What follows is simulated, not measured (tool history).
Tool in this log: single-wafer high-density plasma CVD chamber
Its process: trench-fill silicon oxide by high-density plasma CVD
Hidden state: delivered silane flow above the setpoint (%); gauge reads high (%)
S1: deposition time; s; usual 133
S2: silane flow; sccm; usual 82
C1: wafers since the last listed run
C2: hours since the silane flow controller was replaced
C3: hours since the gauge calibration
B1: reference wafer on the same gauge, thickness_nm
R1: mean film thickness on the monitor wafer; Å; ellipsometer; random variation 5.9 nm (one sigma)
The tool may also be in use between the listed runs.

{"run": 1, "hour": 0.0, "S1": 133, "S2": 72, "C1": 0, "C2": 1552.7, "C3": 824.5, "B1": 867.437, "R1": 8292.24}
{"run": 2, "hour": 103.7, "S1": 133, "S2": 72, "C1": 1271, "C2": 1656.4, "C3": 928.2, "B1": 865.404, "R1": 8377.33}
{"run": 3, "hour": 163.6, "S1": 121, "S2": 82, "C1": 734, "C2": 1716.3, "C3": 988.1, "B1": 864.468, "R1": 8613.42}
{"run": 4, "hour": 227.2, "S1": 121, "S2": 82, "C1": 779, "C2": 1779.9, "C3": 1051.7, "B1": 864.703, "R1": 8526.91}
{"hour": 230.3, "done": "gauge calibrated"}
{"run": 5, "hour": 273.5, "S1": 121, "S2": 82, "C1": 567, "C2": 1826.2, "C3": 43.2, "B1": 867.66, "R1": 8693.86}
{"run": 6, "hour": 379.9, "S1": 133, "S2": 82, "C1": 1304, "C2": 1932.6, "C3": 149.6, "B1": 869.01, "R1": 9450.3}
{"run": 7, "hour": 475.8, "S1": 133, "S2": 82, "C1": 1175, "C2": 2028.5, "C3": 245.5, "B1": 867.885, "R1": 9419.52}
{"run": 8, "hour": 516.1, "S1": 133, "S2": 82, "C1": 494, "C2": 2068.8, "C3": 285.8, "B1": 867.333, "R1": 9562.73}
{"run": 9, "hour": 575.8, "S1": 133, "S2": 90, "C1": 732, "C2": 2128.5, "C3": 345.5, "B1": 863.554, "R1": 10380.33}
{"run": 10, "hour": 646.2, "S1": 133, "S2": 82, "C1": 863, "C2": 2198.9, "C3": 415.9, "B1": 864.811, "R1": 9419.13}
{"run": 11, "hour": 721.1, "S1": 133, "S2": 82, "C1": 918, "C2": 2273.8, "C3": 490.8, "B1": 864.746, "R1": 9429.04}
{"run": 12, "hour": 800.0, "S1": 142, "S2": 82, "C1": 967, "C2": 2352.7, "C3": 569.7, "B1": 867.486, "R1": 9985.75}
{"hour": 896.7, "done": "silane flow controller replaced"}
{"run": 13, "hour": 897.3, "S1": 113, "S2": 82, "C1": 1094, "C2": 0.6, "C3": 667, "B1": 864.42, "R1": 8430.3}
{"run": 14, "hour": 988.5, "S1": 156, "S2": 77, "C1": 1118, "C2": 91.8, "C3": 758.2, "B1": 864.676, "R1": 10743.34}
{"run": 15, "hour": 1028.1, "S1": 112, "S2": 73, "C1": 485, "C2": 131.4, "C3": 797.8, "B1": 866.395, "R1": 7359.11}
{"run": 16, "hour": 1109.5, "S1": 133, "S2": 82, "C1": 998, "C2": 212.8, "C3": 879.2, "B1": 865.089, "R1": 9862.28}
{"run": 17, "hour": 1183.6, "S1": 133, "S2": 70, "C1": 908, "C2": 286.9, "C3": 953.3, "B1": 864.685, "R1": 8369.46}
{"run": 18, "hour": 1280.7, "S1": 133, "S2": 71, "C1": 1190, "C2": 384, "C3": 1050.4, "B1": 867.912, "R1": 8524.13}
{"hour": 1306.9, "done": "gauge calibrated"}
{"run": 19, "hour": 1386.0, "S1": 133, "S2": 73, "C1": 1291, "C2": 489.3, "C3": 79.1, "B1": 867.076, "R1": 8718.83}
{"run": 20, "hour": 1435.0, "S1": 153, "S2": 82, "C1": 600, "C2": 538.3, "C3": 128.1, "B1": 866.167, "R1": 11192.19}
{"run": 21, "hour": 1498.2, "S1": 153, "S2": 82, "C1": 774, "C2": 601.5, "C3": 191.3, "B1": 864.199, "R1": 11143.43}
{"run": 22, "hour": 1551.7, "S1": 117, "S2": 76, "C1": 656, "C2": 655, "C3": 244.8, "B1": 865.815, "R1": 7967.45}
{"run": 23, "hour": 1621.5, "S1": 109, "S2": 88, "C1": 855, "C2": 724.8, "C3": 314.6, "B1": 866.363, "R1": 8604.4}
{"run": 24, "hour": 1660.1, "S1": 110, "S2": 71, "C1": 473, "C2": 763.4, "C3": 353.2, "B1": 864.773, "R1": 7057.39}
{"run": 25, "hour": 1749.7, "S1": 110, "S2": 89, "C1": 1098, "C2": 853, "C3": 442.8, "B1": 864.54, "R1": 8704.53}
{"run": 26, "hour": 1832.9, "S1": 133, "S2": 82, "C1": 1020, "C2": 936.2, "C3": 526, "B1": 862.725, "R1": 9643.6}
{"run": 27, "hour": 1902.1, "S1": 133, "S2": 82, "C1": 848, "C2": 1005.4, "C3": 595.2, "B1": 865.843, "R1": 9608.26}

Forecast each of these 3 alternatives for the next run:
{"run": "A", "hour": 1902.5, "S1": 133, "S2": 82, "C1": 4, "C2": 1005.8, "C3": 595.6, "B1": "?", "R1": "?"}
{"run": "B", "hour": 1902.5, "S1": 154, "S2": 93, "C1": 4, "C2": 1005.8, "C3": 595.6, "B1": "?", "R1": "?"}
{"run": "C", "hour": 1902.5, "S1": 133, "S2": 93, "C1": 4, "C2": 1005.8, "C3": 595.6, "B1": "?", "R1": "?"}

run=A B1=868.333 R1=9659.7
run=B B1=868.333 R1=12685.33
run=C B1=868.333 R1=10955.51
The same runs, with their run-to-run variation unchanged, on a tool lacking any hidden condition would have given:
run=A R1=9861.95
run=B R1=12950.93
run=C R1=11184.89

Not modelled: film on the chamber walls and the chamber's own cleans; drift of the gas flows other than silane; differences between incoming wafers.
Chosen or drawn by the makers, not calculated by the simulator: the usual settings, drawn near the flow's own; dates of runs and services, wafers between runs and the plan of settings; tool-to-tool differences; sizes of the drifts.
